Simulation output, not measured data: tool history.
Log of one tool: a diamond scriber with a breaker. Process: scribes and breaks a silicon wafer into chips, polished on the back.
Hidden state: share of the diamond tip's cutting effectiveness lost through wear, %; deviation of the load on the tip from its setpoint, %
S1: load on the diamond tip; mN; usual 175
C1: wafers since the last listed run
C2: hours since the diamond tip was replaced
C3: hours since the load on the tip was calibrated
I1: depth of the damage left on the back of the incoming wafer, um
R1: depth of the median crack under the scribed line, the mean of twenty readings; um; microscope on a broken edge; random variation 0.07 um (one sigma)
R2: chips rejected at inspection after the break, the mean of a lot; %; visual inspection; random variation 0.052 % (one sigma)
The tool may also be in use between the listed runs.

run	hour	S1	C1	C2	C3	I1	R1	R2
1	0	175	0	267.5	945.4	0.05	6.55	5.99
2	25.8	175	56	293.3	971.2	0.04	6.46	5.93
3	57.2	175	69	324.7	1002.6	0.02	6.39	6.53
4	82.2	194	54	349.7	1027.6	0.02	6.72	3.28
# hour 94.5: diamond tip replaced by a new one
5	112.3	194	61	17.8	1057.7	0.03	7.6	0.9
6	126	194	30	31.5	1071.4	0.05	7.45	0.77
7	150	145	52	55.5	1095.4	0.04	6.56	5.6
8	166.1	175	35	71.6	1111.5	0.04	7.02	2.05
9	189.3	175	51	94.8	1134.7	0.03	6.9	2.29
10	215.1	175	56	120.6	1160.5	0.03	6.75	2.93
11	230.2	175	33	135.7	1175.6	0.02	6.8	3.49
12	302	175	157	207.5	1247.4	0.02	6.74	4.05
13	320.4	175	40	225.9	1265.8	0.02	6.66	4.5
# hour 336.9: load on the tip recalibrated
14	353.4	207	68	258.9	16.5	0.04	7.04	1.46

The next listed run, before its measurement:
15	366.7	139	29	272.2	29.8	0.05	?	?

Run 15 gave R1 6.05 um, R2 11.98 %.
Without the tool's hidden state the same run would have given R1 6.84 um, R2 3 %.
